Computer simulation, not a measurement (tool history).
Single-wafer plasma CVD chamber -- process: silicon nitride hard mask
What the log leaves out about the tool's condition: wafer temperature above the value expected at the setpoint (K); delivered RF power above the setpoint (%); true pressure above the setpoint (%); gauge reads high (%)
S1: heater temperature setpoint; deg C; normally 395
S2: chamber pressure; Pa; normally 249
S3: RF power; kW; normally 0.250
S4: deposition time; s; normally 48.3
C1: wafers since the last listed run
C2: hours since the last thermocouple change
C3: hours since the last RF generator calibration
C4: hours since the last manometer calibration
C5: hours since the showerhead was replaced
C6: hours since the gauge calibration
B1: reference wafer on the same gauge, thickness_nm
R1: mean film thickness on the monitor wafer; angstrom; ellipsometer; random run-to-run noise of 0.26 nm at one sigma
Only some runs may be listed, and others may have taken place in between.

Run 1, hour 0.0: usual settings but S4 55.9 s; C1 0; C2 717.4; C3 1856.4; C4 2711.9; C5 4268.4; C6 672.9; B1 48.782. Result: R1 561.09 angstrom.
Run 2, hour 24.8: usual settings but S4 55.9 s; C1 402; C2 742.2; C3 1881.2; C4 2736.7; C5 4293.2; C6 697.7; B1 48.790. Result: R1 563.08 angstrom.
Run 3, hour 40.0: usual settings but S4 44.8 s; C1 246; C2 757.4; C3 1896.4; C4 2751.9; C5 4308.4; C6 712.9; B1 48.755. Result: R1 448.58 angstrom.
Run 4, hour 60.1: usual settings but S4 44.8 s; C1 326; C2 777.5; C3 1916.5; C4 2772.0; C5 4328.5; C6 733.0; B1 48.859. Result: R1 448.55 angstrom.
Run 5, hour 77.3: usual settings but S2 192 Pa, S3 0.285 kW, S4 45.1 s; C1 279; C2 794.7; C3 1933.7; C4 2789.2; C5 4345.7; C6 750.2; B1 48.809. Result: R1 459.41 angstrom.
Run 6, hour 106.7: usual settings; C1 477; C2 824.1; C3 1963.1; C4 2818.6; C5 4375.1; C6 779.6; B1 48.749. Result: R1 486.54 angstrom.
Run 7, hour 139.6: usual settings; C1 534; C2 857.0; C3 1996.0; C4 2851.5; C5 4408.0; C6 812.5; B1 48.923. Result: R1 482.06 angstrom.
Run 8, hour 160.5: usual settings but S3 0.230 kW; C1 339; C2 877.9; C3 2016.9; C4 2872.4; C5 4428.9; C6 833.4; B1 48.805. Result: R1 444.14 angstrom.
Run 9, hour 194.7: usual settings but S1 406 deg C; C1 555; C2 912.1; C3 2051.1; C4 2906.6; C5 4463.1; C6 867.6; B1 48.768. Result: R1 479.66 angstrom.
At hour 204.4: capacitance manometer re-zeroed and calibrated.
Run 10, hour 220.4: usual settings but S3 0.215 kW, S4 45.2 s; C1 287; C2 937.8; C3 2076.8; C4 16.0; C5 4488.8; C6 893.3; B1 48.855. Result: R1 384.99 angstrom.
Run 11, hour 238.6: usual settings; C1 295; C2 956.0; C3 2095.0; C4 34.2; C5 4507.0; C6 911.5; B1 48.814. Result: R1 484.11 angstrom.
Run 12, hour 258.5: usual settings; C1 323; C2 975.9; C3 2114.9; C4 54.1; C5 4526.9; C6 931.4; B1 48.798. Result: R1 481.38 angstrom.
Run 13, hour 275.7: usual settings but S2 279 Pa, S3 0.285 kW, S4 51.1 s; C1 279; C2 993.1; C3 2132.1; C4 71.3; C5 4544.1; C6 948.6; B1 48.816. Result: R1 597.18 angstrom.
At hour 313.5: RF generator calibrated.
Run 14, hour 314.0: usual settings; C1 492; C2 1031.4; C3 0.5; C4 109.6; C5 4582.4; C6 986.9; B1 48.781. Result: R1 462.19 angstrom.
At hour 337.8: showerhead replaced.
Run 15, hour 345.0: usual settings; C1 373; C2 1062.4; C3 31.5; C4 140.6; C5 7.2; C6 1017.9; B1 48.910. Result: R1 461.83 angstrom.
At hour 364.2: thermocouple changed; heater temperature recalibrated.
At hour 368.9: gauge calibrated.
Run 16, hour 395.9: usual settings but S1 383 deg C, S2 284 Pa, S4 52.6 s; C1 696; C2 31.7; C3 82.4; C4 191.5; C5 58.1; C6 27.0; B1 48.775. Result: R1 525.31 angstrom.
Run 17, hour 417.1: usual settings but S1 402 deg C, S3 0.295 kW, S4 42.4 s; C1 344; C2 52.9; C3 103.6; C4 212.7; C5 79.3; C6 48.2; B1 48.736. Result: R1 473.74 angstrom.
Run 18, hour 441.7: usual settings but S2 285 Pa; C1 399; C2 77.5; C3 128.2; C4 237.3; C5 103.9; C6 72.8; B1 48.719. Result: R1 480.95 angstrom.
Run 19, hour 473.5: usual settings but S2 203 Pa, S3 0.220 kW; C1 516; C2 109.3; C3 160.0; C4 269.1; C5 135.7; C6 104.6; B1 48.796. Result: R1 369.65 angstrom.
Run 20, hour 501.9: usual settings but S1 408 deg C, S2 203 Pa, S4 42.2 s; C1 461; C2 137.7; C3 188.4; C4 297.5; C5 164.1; C6 133.0; B1 48.832. Result: R1 364.47 angstrom.
Run 21, hour 533.2: usual settings but S1 390 deg C, S2 228 Pa; C1 508; C2 169.0; C3 219.7; C4 328.8; C5 195.4; C6 164.3; B1 48.810. Result: R1 438.49 angstrom.
Run 22, hour 566.8: usual settings but S2 211 Pa, S3 0.290 kW; C1 545; C2 202.6; C3 253.3; C4 362.4; C5 229.0; C6 197.9; B1 48.792. Result: R1 491.53 angstrom.
At hour 591.8: RF generator calibrated, repeated, since the last time left the tool worse.
Run 23, hour 602.2: usual settings but S1 400 deg C, S2 204 Pa, S3 0.220 kW, S4 40.9 s; C1 445; C2 238.0; C3 10.4; C4 397.8; C5 264.4; C6 233.3; B1 48.861. Result: R1 347.57 angstrom.
Run 24, hour 624.3: usual settings but S1 403 deg C, S4 51.1 s; C1 358; C2 260.1; C3 32.5; C4 419.9; C5 286.5; C6 255.4; B1 48.811. Result: R1 531.77 angstrom.
Run 25, hour 645.7: usual settings but S4 41.6 s; C1 347; C2 281.5; C3 53.9; C4 441.3; C5 307.9; C6 276.8; B1 48.853. Result: R1 438.76 angstrom.
Run 26, hour 675.8: usual settings; C1 488; C2 311.6; C3 84.0; C4 471.4; C5 338.0; C6 306.9; B1 48.814. Result: R1 504.38 angstrom.
Run 27, hour 693.5: usual settings but S2 201 Pa, S3 0.230 kW, S4 39.7 s; C1 287; C2 329.3; C3 101.7; C4 489.1; C5 355.7; C6 324.6; B1 48.845. Result: R1 347.34 angstrom.
Run 28, hour 711.2: usual settings but S4 41.6 s; C1 287; C2 347.0; C3 119.4; C4 506.8; C5 373.4; C6 342.3; B1 48.768. Result: R1 432.95 angstrom.

Here are 4 independent what-if runs from the current tool condition. What would each one return?
Run A, hour 711.6: usual settings; C1 6; C2 347.4; C3 119.8; C4 507.2; C5 373.8; C6 342.7; B1 ?. Result: R1 ?.
Run B, hour 711.6: usual settings but S3 0.235 kW; C1 6; C2 347.4; C3 119.8; C4 507.2; C5 373.8; C6 342.7; B1 ?. Result: R1 ?.
Run C, hour 711.6: usual settings but S2 191 Pa; C1 6; C2 347.4; C3 119.8; C4 507.2; C5 373.8; C6 342.7; B1 ?. Result: R1 ?.
Run D, hour 711.6: usual settings but S3 0.215 kW, S4 43.4 s; C1 6; C2 347.4; C3 119.8; C4 507.2; C5 373.8; C6 342.7; B1 ?. Result: R1 ?.

run      B1      R1
  A  48.725  503.04
  B  48.725  472.96
  C  48.725  447.56
  D  48.725  386.59
Had the tool no hidden state, the same runs would have come out as:
run      R1
  A  509.47
  B  479.33
  C  453.28
  D  391.80
